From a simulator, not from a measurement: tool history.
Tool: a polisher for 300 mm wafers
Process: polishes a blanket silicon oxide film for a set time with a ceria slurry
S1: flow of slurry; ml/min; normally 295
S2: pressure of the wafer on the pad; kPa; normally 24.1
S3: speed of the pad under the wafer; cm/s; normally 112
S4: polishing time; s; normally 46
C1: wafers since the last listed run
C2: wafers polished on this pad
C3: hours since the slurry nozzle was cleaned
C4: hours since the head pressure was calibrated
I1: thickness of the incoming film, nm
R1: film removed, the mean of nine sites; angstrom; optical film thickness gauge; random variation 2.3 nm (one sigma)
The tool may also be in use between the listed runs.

run     day   S1    S2   S3  S4    C1    C2     C3     C4      I1    R1
  1       0  295  21.4  112  46     0  2410  763.9   58.1    1774  1923
        0.7  -- slurry nozzle cleaned
  2   2.404  295  21.4  112  46   676  3086   40.9  115.8  1747.4  2007
  3   5.438  295  24.1  112  46   868  3955  113.7  188.6  1733.5  2240
      9.304  -- worn pad replaced by a new one
  4   9.325  255  24.1  104  46  1065     6    207  281.9  1739.6  2073
  5  11.775  255  24.1  104  46   701   707  265.8  340.7  1785.5  2043
  6  24.092  295  24.1  112  46  3525  4233  561.4  636.3  1748.5  2341
     26.208  -- head pressure recalibrated
  7  26.625  295  24.1  112  46   701  4934  622.2     10  1776.5  2454
     29.333  -- worn pad replaced by a new one
  8  29.354  295  24.1  112  46   733     5  687.7   75.5  1787.8  2470
  9  31.262  295  24.1  112  46   546   552  733.5  121.3  1772.7  2468
     31.779  -- slurry nozzle cleaned
 10  33.579  295  24.1  112  46   651  1203   43.2  176.9  1768.6  2498
 11  35.971  295  24.1  112  46   684  1887  100.6  234.3  1784.2  2490
 12  39.571  295  24.1  112  46  1030  2918    187  320.7  1777.4  2500
 13  43.333  295  24.1  112  46  1077  3995  277.3    411  1756.3  2511
 14  45.592  295  24.1  132  46   646  4641  331.5  465.2  1763.1  2981
     47.267  -- head pressure recalibrated, repeated, since the last time left the tool worse
     49.121  -- worn pad replaced by a new one
 15  49.867  375  29.6   88  46  1152   213  434.1   62.4  1778.4  2166
 16   53.55  295  24.1  112  46  1054  1267  522.5  150.8    1739  2212
 17  55.783  295  24.1  112  46   639  1907  576.1  204.4  1777.8  2298
 18  58.408  340  24.1  112  52   751  2658  639.1  267.4  1784.5  2632
     58.908  -- slurry nozzle cleaned
 19  60.117  250  18.6   96  59   477  3135     29  308.4  1780.5  1959
 20  63.221  295  24.1  112  46   888  4024  103.5  382.9  1780.4  2261
 21  67.133  230  26.9   78  61  1119  5144  197.4  476.8  1753.8  2322
       70.1  -- worn pad replaced by a new one
 22  71.154  390  17.2   74  55  1103   301  293.9  573.3  1785.7  1378
 23  73.312  295  24.1  112  46   617   919  345.7  625.1  1778.7  2327
     81.742  -- head pressure recalibrated
 24  82.083  295  24.1  130  53  2486  3406  556.2    8.2  1763.9  2910
 25  85.942  350  16.5  130  54  1104  4510  648.8  100.8    1795  2199
     86.733  -- worn pad replaced by a new one
 26   88.35  240  30.3  112  46   641   462  706.6  158.6  1793.8  2746
 27  89.925  200  17.9  112  46   450   913  744.4  196.4  1772.8  1660
     90.038  -- slurry nozzle cleaned
 28  93.375  390  26.2  100  46   975  1888   80.1  279.2    1791  2223

Forecast each of these 5 alternatives for the next run:
  A  93.392  295  24.1  112  46   4  1893  80.5  279.6  1777.5   ?
  B  93.392  385  24.1  122  46   4  1893  80.5  279.6  1777.5   ?
  C  93.392  295  24.1  112  34   4  1893  80.5  279.6  1777.5   ?
  D  93.392  295  24.1   98  46   4  1893  80.5  279.6  1777.5   ?
  E  93.392  295    20   78  60   4  1893  80.5  279.6  1777.5   ?

run    R1
  A  2299
  B  2539
  C  1699
  D  2011
  E  1757
With the hidden condition removed and each run's random variation left untouched, the same runs would have given:
run    R1
  A  2249
  B  2484
  C  1662
  D  1968
  E  1719
